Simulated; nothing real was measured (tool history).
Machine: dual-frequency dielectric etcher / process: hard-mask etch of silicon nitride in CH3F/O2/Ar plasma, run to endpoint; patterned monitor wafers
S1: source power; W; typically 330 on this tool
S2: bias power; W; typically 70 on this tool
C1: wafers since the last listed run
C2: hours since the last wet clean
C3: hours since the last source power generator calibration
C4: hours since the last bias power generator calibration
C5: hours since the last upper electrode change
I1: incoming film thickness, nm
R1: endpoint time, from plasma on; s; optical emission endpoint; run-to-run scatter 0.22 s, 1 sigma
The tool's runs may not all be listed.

Run 1, day 0: usual settings; C1 0; C2 126.2; C3 4087.3; C4 979.8; C5 2049.1; I1 27.54. Result: R1 42.9 s.
Run 2, day 1.733: usual settings; C1 477; C2 167.8; C3 4128.9; C4 1021.4; C5 2090.7; I1 27.7. Result: R1 42.6 s.
Run 3, day 3.425: usual settings but S2 74 W; C1 466; C2 208.4; C3 4169.5; C4 1062; C5 2131.3; I1 27.44. Result: R1 41.4 s.
Run 4, day 5.867: usual settings but S2 74 W; C1 673; C2 267; C3 4228.1; C4 1120.6; C5 2189.9; I1 27.42. Result: R1 41.6 s.
Run 5, day 8.983: usual settings but S2 74 W; C1 859; C2 341.8; C3 4302.9; C4 1195.4; C5 2264.7; I1 27.43. Result: R1 41.6 s.
Run 6, day 11.975: usual settings; C1 824; C2 413.6; C3 4374.7; C4 1267.2; C5 2336.5; I1 27.59. Result: R1 42.9 s.
Run 7, day 13.333: usual settings but S1 380 W; C1 374; C2 446.2; C3 4407.3; C4 1299.8; C5 2369.1; I1 27.36. Result: R1 40.5 s.
Run 8, day 14.929: usual settings but S1 380 W; C1 439; C2 484.5; C3 4445.6; C4 1338.1; C5 2407.4; I1 27.51. Result: R1 40.6 s.
Run 9, day 16.996: usual settings; C1 569; C2 534.1; C3 4495.2; C4 1387.7; C5 2457; I1 27.48. Result: R1 42.5 s.
At day 18.762: wet clean of the chamber.
Run 10, day 19.012: usual settings but S2 77 W; C1 280; C2 6; C3 4543.6; C4 1436.1; C5 2505.4; I1 27.46. Result: R1 41.3 s.
Run 11, day 20.671: usual settings but S2 84 W; C1 457; C2 45.8; C3 4583.4; C4 1475.9; C5 2545.2; I1 27.69. Result: R1 39.8 s.
Run 12, day 23.412: usual settings but S1 310 W, S2 81 W; C1 755; C2 111.6; C3 4649.2; C4 1541.7; C5 2611; I1 27.7. Result: R1 41.7 s.
At day 24.567: source power generator calibrated.
Run 13, day 25.208: usual settings but S1 310 W, S2 81 W; C1 449; C2 154.7; C3 15.4; C4 1584.8; C5 2654.1; I1 27.55. Result: R1 40.8 s.
Run 14, day 27.95: usual settings but S1 310 W, S2 81 W; C1 755; C2 220.5; C3 81.2; C4 1650.6; C5 2719.9; I1 27.71. Result: R1 41.5 s.
Run 15, day 29.808: usual settings but S1 280 W; C1 512; C2 265.1; C3 125.8; C4 1695.2; C5 2764.5; I1 27.36. Result: R1 45 s.
Run 16, day 31.433: usual settings but S1 280 W; C1 447; C2 304.1; C3 164.8; C4 1734.2; C5 2803.5; I1 27.5. Result: R1 45.1 s.
Run 17, day 32.438: usual settings but S1 280 W; C1 276; C2 328.2; C3 188.9; C4 1758.3; C5 2827.6; I1 27.39. Result: R1 45.3 s.
Run 18, day 33.975: usual settings; C1 423; C2 365.1; C3 225.8; C4 1795.2; C5 2864.5; I1 27.65. Result: R1 43.2 s.
Run 19, day 36.85: usual settings; C1 792; C2 434.1; C3 294.8; C4 1864.2; C5 2933.5; I1 27.61. Result: R1 42.7 s.
At day 39.238: wet clean of the chamber.
Run 20, day 39.258: usual settings but S1 300 W, S2 85 W; C1 388; C2 0.5; C3 352.6; C4 1922; C5 2991.3; I1 27.27. Result: R1 39.9 s.
Run 21, day 40.45: usual settings but S1 360 W; C1 328; C2 29.1; C3 381.2; C4 1950.6; C5 3019.9; I1 27.63. Result: R1 41.3 s.
Run 22, day 42.938: usual settings but S1 380 W, S2 63 W; C1 685; C2 88.8; C3 440.9; C4 2010.3; C5 3079.6; I1 27.54. Result: R1 42.5 s.
Run 23, day 45.017: usual settings but S1 360 W; C1 573; C2 138.7; C3 490.8; C4 2060.2; C5 3129.5; I1 27.59. Result: R1 41.6 s.
Run 24, day 46.9: usual settings; C1 519; C2 183.9; C3 536; C4 2105.4; C5 3174.7; I1 27.67. Result: R1 43.2 s.
At day 48.2: upper electrode replaced.
Run 25, day 49.162: usual settings; C1 348; C2 238.2; C3 590.3; C4 2159.7; C5 23.1; I1 27.48. Result: R1 42.9 s.
Run 26, day 51.858: usual settings but S1 290 W, S2 60 W; C1 743; C2 302.9; C3 655; C4 2224.4; C5 87.8; I1 27.53. Result: R1 48.1 s.
At day 52.65: bias power generator calibrated.
Run 27, day 54.588: usual settings but S1 360 W, S2 55 W; C1 706; C2 368.4; C3 720.5; C4 46.5; C5 153.3; I1 27.19. Result: R1 45.3 s.
Run 28, day 57.212: usual settings but S1 360 W, S2 64 W; C1 723; C2 431.4; C3 783.5; C4 109.5; C5 216.3; I1 27.28. Result: R1 42.6 s.
Run 29, day 58.904: usual settings but S1 260 W; C1 466; C2 472; C3 824.1; C4 150.1; C5 256.9; I1 27.41. Result: R1 46.3 s.
At day 61.283: wet clean of the chamber.
Run 30, day 61.304: usual settings but S1 260 W, S2 60 W; C1 385; C2 0.5; C3 881.7; C4 207.7; C5 314.5; I1 27.49. Result: R1 49.8 s.
Run 31, day 62.417: usual settings but S1 280 W, S2 83 W; C1 306; C2 27.2; C3 908.4; C4 234.4; C5 341.2; I1 27.81. Result: R1 42.1 s.
Run 32, day 64.346: usual settings; C1 531; C2 73.5; C3 954.7; C4 280.7; C5 387.5; I1 27.18. Result: R1 42 s.
Run 33, day 67.138: usual settings but S1 300 W; C1 769; C2 140.5; C3 1021.7; C4 347.7; C5 454.5; I1 27.54. Result: R1 44.2 s.
Run 34, day 68.392: usual settings; C1 345; C2 170.6; C3 1051.8; C4 377.8; C5 484.6; I1 27.51. Result: R1 42.6 s.

5 options for the next run, each taken on its own from the tool as it stands now. Forecast them:
Run A, day 68.408: usual settings but S2 83 W; C1 4; C2 171; C3 1052.2; C4 378.2; C5 485; I1 27.37. Result: R1 ?.
Run B, day 68.408: usual settings but S1 370 W; C1 4; C2 171; C3 1052.2; C4 378.2; C5 485; I1 27.37. Result: R1 ?.
Run C, day 68.408: usual settings but S1 290 W, S2 62 W; C1 4; C2 171; C3 1052.2; C4 378.2; C5 485; I1 27.37. Result: R1 ?.
Run D, day 68.408: usual settings but S1 380 W, S2 53 W; C1 4; C2 171; C3 1052.2; C4 378.2; C5 485; I1 27.37. Result: R1 ?.
Run E, day 68.408: usual settings but S1 410 W, S2 86 W; C1 4; C2 171; C3 1052.2; C4 378.2; C5 485; I1 27.37. Result: R1 ?.

run    R1
  A  39.5
  B  40.9
  C  47.1
  D  45.8
  E  36.1
Without the tool's hidden state the same runs would have given:
run    R1
  A  39.5
  B  40.9
  C  47.1
  D  45.8
  E  36.1
